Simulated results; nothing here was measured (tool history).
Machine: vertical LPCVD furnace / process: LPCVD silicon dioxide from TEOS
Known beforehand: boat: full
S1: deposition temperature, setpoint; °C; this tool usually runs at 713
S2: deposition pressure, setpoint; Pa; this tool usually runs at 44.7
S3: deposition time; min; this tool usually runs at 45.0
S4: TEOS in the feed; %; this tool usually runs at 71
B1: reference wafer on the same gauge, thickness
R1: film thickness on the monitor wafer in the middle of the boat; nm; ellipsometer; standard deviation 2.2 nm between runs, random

Run 1, hour 0.0: usual settings; B1 357.15. Result: R1 449.78 nm.
Run 2, hour 66.0: usual settings; B1 357.92. Result: R1 449.29 nm.
Run 3, hour 98.8: usual settings; B1 356.65. Result: R1 452.71 nm.
Run 4, hour 153.5: usual settings but S1 710 °C, S2 36.7 Pa; B1 357.69. Result: R1 382.29 nm.
Run 5, hour 215.8: usual settings but S2 49.3 Pa; B1 356.44. Result: R1 468.56 nm.
Run 6, hour 249.0: usual settings but S2 49.3 Pa; B1 357.83. Result: R1 474.98 nm.
Run 7, hour 275.2: usual settings but S2 49.3 Pa; B1 356.62. Result: R1 474.51 nm.
Run 8, hour 302.7: usual settings; B1 357.26. Result: R1 448.34 nm.
Run 9, hour 350.5: usual settings; B1 357.30. Result: R1 455.01 nm.
Run 10, hour 407.6: usual settings; B1 356.75. Result: R1 454.74 nm.
Run 11, hour 471.1: usual settings but S4 68 %; B1 357.05. Result: R1 444.04 nm.
Run 12, hour 496.4: usual settings but S4 68 %; B1 356.32. Result: R1 448.95 nm.
Run 13, hour 536.3: usual settings but S1 717 °C, S3 31.5 min, S4 80 %; B1 356.85. Result: R1 369.85 nm.
Run 14, hour 606.5: usual settings but S4 62 %; B1 357.03. Result: R1 426.33 nm.
Run 15, hour 644.9: usual settings but S1 706 °C, S2 36.0 Pa; B1 356.72. Result: R1 350.15 nm.
At hour 672.3: thermocouples replaced and temperature profile calibrated.
At hour 708.8: TEOS flow controller replaced.
Run 16, hour 709.3: usual settings; B1 357.13. Result: R1 432.48 nm.
Run 17, hour 729.9: usual settings; B1 357.08. Result: R1 436.04 nm.
Run 18, hour 788.7: usual settings but S1 720 °C, S4 62 %; B1 357.82. Result: R1 471.59 nm.
Run 19, hour 822.2: usual settings but S1 722 °C, S4 84 %; B1 357.41. Result: R1 574.34 nm.
At hour 912.7: gauge calibrated.
Run 20, hour 987.7: usual settings; B1 357.18. Result: R1 430.34 nm.
Run 21, hour 1030.4: usual settings but S1 722 °C; B1 356.62. Result: R1 523.61 nm.
At hour 1082.5: pressure gauge zeroed.
Run 22, hour 1083.0: usual settings; B1 357.48. Result: R1 447.82 nm.
Run 23, hour 1111.9: usual settings; B1 356.89. Result: R1 446.83 nm.
Run 24, hour 1176.9: usual settings but S4 68 %; B1 357.05. Result: R1 437.09 nm.
Run 25, hour 1220.0: usual settings but S1 705 °C, S2 47.3 Pa, S3 37.0 min, S4 57 %; B1 357.23. Result: R1 282.27 nm.
Run 26, hour 1282.1: usual settings but S3 53.0 min; B1 357.40. Result: R1 525.16 nm.
Run 27, hour 1316.7: usual settings but S1 702 °C, S2 54.7 Pa, S3 33.5 min, S4 78 %; B1 356.84. Result: R1 299.67 nm.
Run 28, hour 1367.4: usual settings but S1 722 °C, S4 85 %; B1 356.87. Result: R1 600.02 nm.
Run 29, hour 1400.2: usual settings but S1 723 °C, S2 54.0 Pa, S3 56.0 min, S4 77 %; B1 357.24. Result: R1 802.78 nm.
Run 30, hour 1463.0: usual settings but S3 31.0 min; B1 357.92. Result: R1 308.27 nm.
Run 31, hour 1500.9: usual settings; B1 356.86. Result: R1 451.51 nm.

For each run, what was the tool's unlogged condition?
deviation of the TEOS flow from its setpoint, %: 0 at every run
gauge reads high (%): 0 at every run
H1: true tube temperature minus thermocouple reading, K
H2: true pressure minus gauge reading, mTorr
run     H1     H2
  1    1.2  -4.83
  2   1.34  -5.33
  3   1.41   -5.6
  4   1.53  -6.07
  5   1.67  -6.64
  6   1.75  -6.96
  7   1.81  -7.22
  8   1.88   -7.5
  9      2  -8.01
 10   2.15  -8.64
 11   2.33  -9.38
 12    2.4  -9.69
 13   2.51  -10.2
 14   2.72  -11.1
 15   2.84  -11.6
 16  0.275  -12.5
 17  0.277  -12.8
 18  0.286  -13.7
 19  0.293  -14.2
 20  0.359  -16.9
 21  0.383  -17.6
 22  0.418   3.66
 23  0.439   3.65
 24  0.491   3.61
 25   0.53   3.56
 26  0.591   3.46
 27  0.628   3.38
 28  0.685   3.25
 29  0.725   3.16
 30  0.806   2.94
 31  0.859   2.79

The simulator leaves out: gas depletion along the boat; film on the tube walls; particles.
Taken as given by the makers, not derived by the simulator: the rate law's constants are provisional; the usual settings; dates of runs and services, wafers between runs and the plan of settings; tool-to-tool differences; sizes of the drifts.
